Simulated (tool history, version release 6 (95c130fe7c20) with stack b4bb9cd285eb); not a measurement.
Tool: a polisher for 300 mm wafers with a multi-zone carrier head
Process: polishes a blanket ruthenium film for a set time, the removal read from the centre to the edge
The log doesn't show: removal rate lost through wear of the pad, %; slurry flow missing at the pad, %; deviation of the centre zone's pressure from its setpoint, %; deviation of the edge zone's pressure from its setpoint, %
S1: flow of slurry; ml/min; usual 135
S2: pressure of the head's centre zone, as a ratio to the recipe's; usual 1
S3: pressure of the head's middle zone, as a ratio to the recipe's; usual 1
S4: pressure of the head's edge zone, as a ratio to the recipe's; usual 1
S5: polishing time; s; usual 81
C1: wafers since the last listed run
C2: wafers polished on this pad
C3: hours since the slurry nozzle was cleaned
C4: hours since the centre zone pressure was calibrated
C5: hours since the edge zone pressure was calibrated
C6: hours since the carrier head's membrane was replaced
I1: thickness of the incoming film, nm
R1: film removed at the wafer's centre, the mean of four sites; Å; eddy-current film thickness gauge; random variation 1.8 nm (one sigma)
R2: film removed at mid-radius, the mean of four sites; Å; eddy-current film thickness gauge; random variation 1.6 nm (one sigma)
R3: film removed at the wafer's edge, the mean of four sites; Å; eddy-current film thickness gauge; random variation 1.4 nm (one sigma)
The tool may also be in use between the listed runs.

| run | hour | S1 | S2 | S3 | S4 | S5 | C1 | C2 | C3 | C4 | C5 | C6 | I1 | R1 | R2 | R3 |
|---|---|---|---|---|---|---|---|---|---|---|---|---|---|---|---|---|
| 1 | 0 | 135 | 1 | 1 | 1 | 81 | 0 | 556 | 221.6 | 548.7 | 342.6 | 652.4 | 574.2 | 1656 | 1595 | 1564 |
| 2 | 81 | 135 | 1 | 1 | 1 | 81 | 483 | 1040 | 302.6 | 629.7 | 423.6 | 733.4 | 583.3 | 1744 | 1574 | 1567 |
| 3 | 148.9 | 155 | 1 | 1 | 1.04 | 81 | 405 | 1445 | 370.5 | 697.6 | 491.5 | 801.3 | 586.7 | 1782 | 1631 | 1656 |
| 4 | 186.1 | 135 | 1 | 1 | 1 | 81 | 222 | 1668 | 407.7 | 734.8 | 528.7 | 838.5 | 581.6 | 1737 | 1595 | 1574 |
| 5 | 228.3 | 135 | 1 | 1 | 1 | 81 | 252 | 1920 | 449.9 | 777 | 570.9 | 880.7 | 580.4 | 1734 | 1587 | 1578 |
| 6 | 323.4 | 135 | 1 | 1 | 1 | 81 | 568 | 2488 | 545 | 872.1 | 666 | 975.8 | 579.6 | 1758 | 1595 | 1597 |
|  | 357.5 | worn pad replaced by a new one |
| 7 | 373.2 | 95 | 1 | 1.12 | 0.95 | 81 | 273 | 93 | 594.8 | 921.9 | 715.8 | 1025.6 | 585.3 | 1584 | 1557 | 1430 |
|  | 378.2 | edge zone pressure recalibrated |
| 8 | 412.2 | 135 | 1 | 1 | 0.97 | 92 | 221 | 314 | 633.8 | 960.9 | 34 | 1064.6 | 574.2 | 2000 | 1816 | 1758 |
| 9 | 455.3 | 135 | 1 | 1.11 | 1 | 81 | 257 | 572 | 676.9 | 1004 | 77.1 | 1107.7 | 584.2 | 1761 | 1693 | 1584 |
|  | 478.9 | slurry nozzle cleaned |
| 10 | 537.4 | 135 | 1 | 1 | 1 | 81 | 484 | 1056 | 58.5 | 1086.1 | 159.2 | 1189.8 | 579.1 | 1759 | 1548 | 1570 |
|  | 762.8 | centre zone pressure recalibrated |
| 11 | 828 | 135 | 1 | 1.12 | 1 | 81 | 1724 | 2781 | 349.1 | 65.2 | 449.8 | 1480.4 | 575.8 | 1580 | 1729 | 1578 |
|  | 848 | worn pad replaced by a new one |
| 12 | 902 | 135 | 1.12 | 1 | 1.11 | 81 | 418 | 322 | 423.1 | 139.2 | 523.8 | 1554.4 | 581 | 1807 | 1583 | 1659 |
|  | 970 | edge zone pressure recalibrated |
| 13 | 990.9 | 135 | 0.88 | 1 | 1 | 100 | 519 | 841 | 512 | 228.1 | 20.9 | 1643.3 | 573.6 | 1744 | 1937 | 1948 |
| 14 | 1047.4 | 170 | 1 | 1.07 | 0.9 | 64 | 337 | 1179 | 568.5 | 284.6 | 77.4 | 1699.8 | 581.9 | 1342 | 1379 | 1235 |
|  | 1060.8 | carrier head's membrane replaced by a new one |
|  | 1204.3 | slurry nozzle cleaned |
| 15 | 1262 | 135 | 1 | 1 | 1 | 81 | 1246 | 2425 | 57.7 | 499.2 | 292 | 201.2 | 574.8 | 1662 | 1591 | 1553 |
|  | 1321.5 | worn pad replaced by a new one |
| 16 | 1336.8 | 160 | 1 | 1 | 1 | 81 | 423 | 91 | 132.5 | 574 | 366.8 | 276 | 575.9 | 1782 | 1623 | 1605 |
| 17 | 1375.7 | 135 | 1 | 1 | 1 | 81 | 232 | 323 | 171.4 | 612.9 | 405.7 | 314.9 | 580 | 1681 | 1574 | 1597 |
| 18 | 1426.5 | 135 | 1.08 | 1 | 1.07 | 81 | 303 | 627 | 222.2 | 663.7 | 456.5 | 365.7 | 583.1 | 1836 | 1576 | 1637 |
| 19 | 1502.8 | 155 | 0.93 | 1 | 1 | 93 | 455 | 1083 | 298.5 | 740 | 532.8 | 442 | 575.4 | 1881 | 1862 | 1845 |
| 20 | 1539.3 | 135 | 1 | 1 | 1 | 81 | 218 | 1301 | 335 | 776.5 | 569.3 | 478.5 | 584.1 | 1734 | 1586 | 1600 |
| 21 | 1632.8 | 160 | 1 | 1.05 | 1.09 | 81 | 558 | 1860 | 428.5 | 870 | 662.8 | 572 | 578.7 | 1798 | 1699 | 1683 |
| 22 | 1710.8 | 135 | 1 | 0.89 | 1 | 81 | 466 | 2326 | 506.5 | 948 | 740.8 | 650 | 577.2 | 1730 | 1426 | 1571 |

What the log doesn't show, run by run:
removal rate lost through wear of the pad, %: 0 in every run
slurry flow missing at the pad, %: 0 in every run
deviation of the edge zone's pressure from its setpoint, %: 0 in every run
H1: deviation of the centre zone's pressure from its setpoint, %
| run | H1 |
|---|---|
| 1 | 6.43 |
| 2 | 7.28 |
| 3 | 7.99 |
| 4 | 8.38 |
| 5 | 8.82 |
| 6 | 9.82 |
| 7 | 10.3 |
| 8 | 10.8 |
| 9 | 11.2 |
| 10 | 12.1 |
| 11 | 0.4 |
| 12 | 1.17 |
| 13 | 2.11 |
| 14 | 2.7 |
| 15 | 4.95 |
| 16 | 5.73 |
| 17 | 6.14 |
| 18 | 6.67 |
| 19 | 7.47 |
| 20 | 7.85 |
| 21 | 8.83 |
| 22 | 9.65 |
